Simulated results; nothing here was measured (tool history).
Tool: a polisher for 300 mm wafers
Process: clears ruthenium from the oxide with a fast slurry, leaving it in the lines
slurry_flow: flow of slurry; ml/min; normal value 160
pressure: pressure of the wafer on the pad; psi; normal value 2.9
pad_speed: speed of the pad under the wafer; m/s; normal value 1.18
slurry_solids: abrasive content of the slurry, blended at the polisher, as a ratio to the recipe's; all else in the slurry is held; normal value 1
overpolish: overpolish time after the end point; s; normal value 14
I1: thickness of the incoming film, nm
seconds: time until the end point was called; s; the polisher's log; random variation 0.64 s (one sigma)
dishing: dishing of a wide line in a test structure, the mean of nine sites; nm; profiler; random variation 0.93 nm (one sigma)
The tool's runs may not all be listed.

Run 1, day 0: usual settings; I1 229.9. Result: seconds 49.1 s, dishing 51.3 nm.
Run 2, day 0.746: usual settings; I1 232. Result: seconds 47.5 s, dishing 51.3 nm.
At day 1.658: worn pad replaced by a new one.
Run 3, day 1.679: usual settings; I1 231.9. Result: seconds 49.4 s, dishing 49.4 nm.
Run 4, day 2.621: usual settings; I1 227.9. Result: seconds 49 s, dishing 50.3 nm.
Run 5, day 3.55: usual settings; I1 233.9. Result: seconds 50.4 s, dishing 49.1 nm.
Run 6, day 4.05: usual settings; I1 231.4. Result: seconds 51.9 s, dishing 49.5 nm.
At day 4.479: worn pad replaced by a new one.
Run 7, day 5.192: usual settings; I1 231.2. Result: seconds 51.2 s, dishing 50.1 nm.
Run 8, day 6.296: usual settings; I1 230.6. Result: seconds 52.3 s, dishing 49.1 nm.
At day 6.879: slurry blender recalibrated.
At day 7.204: head pressure recalibrated.
Run 9, day 7.262: usual settings; I1 226.6. Result: seconds 42.6 s, dishing 56.8 nm.
At day 7.304: slurry nozzle cleaned.
At day 7.542: worn pad replaced by a new one.
Run 10, day 8.162: usual settings; I1 230.7. Result: seconds 45.4 s, dishing 56.3 nm.
Run 11, day 9.029: usual settings but pressure 3.6 psi, pad_speed 1.5 m/s; I1 228.1. Result: seconds 29.8 s, dishing 73.8 nm.
Run 12, day 9.596: usual settings but slurry_flow 135 ml/min, pressure 2.4 psi, pad_speed 0.92 m/s, overpolish 17 s; I1 230.9. Result: seconds 67.2 s, dishing 44.3 nm.
At day 10.229: worn pad replaced by a new one.
Run 13, day 10.583: usual settings but slurry_flow 200 ml/min, pressure 3.9 psi, pad_speed 0.92 m/s, slurry_solids 0.85; I1 232. Result: seconds 45.1 s, dishing 53.7 nm.
Run 14, day 12.075: usual settings but pressure 3.6 psi, slurry_solids 1.15; I1 229.8. Result: seconds 36.8 s, dishing 64.8 nm.
At day 12.588: worn pad replaced by a new one.
Run 15, day 12.904: usual settings but slurry_flow 190 ml/min, pad_speed 1.08 m/s, slurry_solids 0.75; I1 234.1. Result: seconds 61.2 s, dishing 42.1 nm.
Run 16, day 13.542: usual settings but pressure 2.2 psi, pad_speed 1.28 m/s, overpolish 19 s; I1 231.7. Result: seconds 60.3 s, dishing 54.5 nm.

Branching from run 16: 4 alternative next runs. What would each branch give?
Run A, day 13.558: usual settings; I1 226.6. Result: seconds ?, dishing ?.
Run B, day 13.558: usual settings but overpolish 17 s; I1 226.6. Result: seconds ?, dishing ?.
Run C, day 13.558: usual settings but pad_speed 0.92 m/s, overpolish 18 s; I1 226.6. Result: seconds ?, dishing ?.
Run D, day 13.558: usual settings but slurry_flow 130 ml/min, pressure 2.6 psi, pad_speed 1.46 m/s; I1 226.6. Result: seconds ?, dishing ?.

run  seconds  dishing
  A     49.9     49.6
  B     49.9     57.8
  C     59.6     52.6
  D     48.7     50.5
Take away the tool's hidden state, keep each run's random variation, and the runs would have read:
run  seconds  dishing
  A     41.4     57.4
  B     41.4     66.5
  C     49.5     60.8
  D     40.5     58.5

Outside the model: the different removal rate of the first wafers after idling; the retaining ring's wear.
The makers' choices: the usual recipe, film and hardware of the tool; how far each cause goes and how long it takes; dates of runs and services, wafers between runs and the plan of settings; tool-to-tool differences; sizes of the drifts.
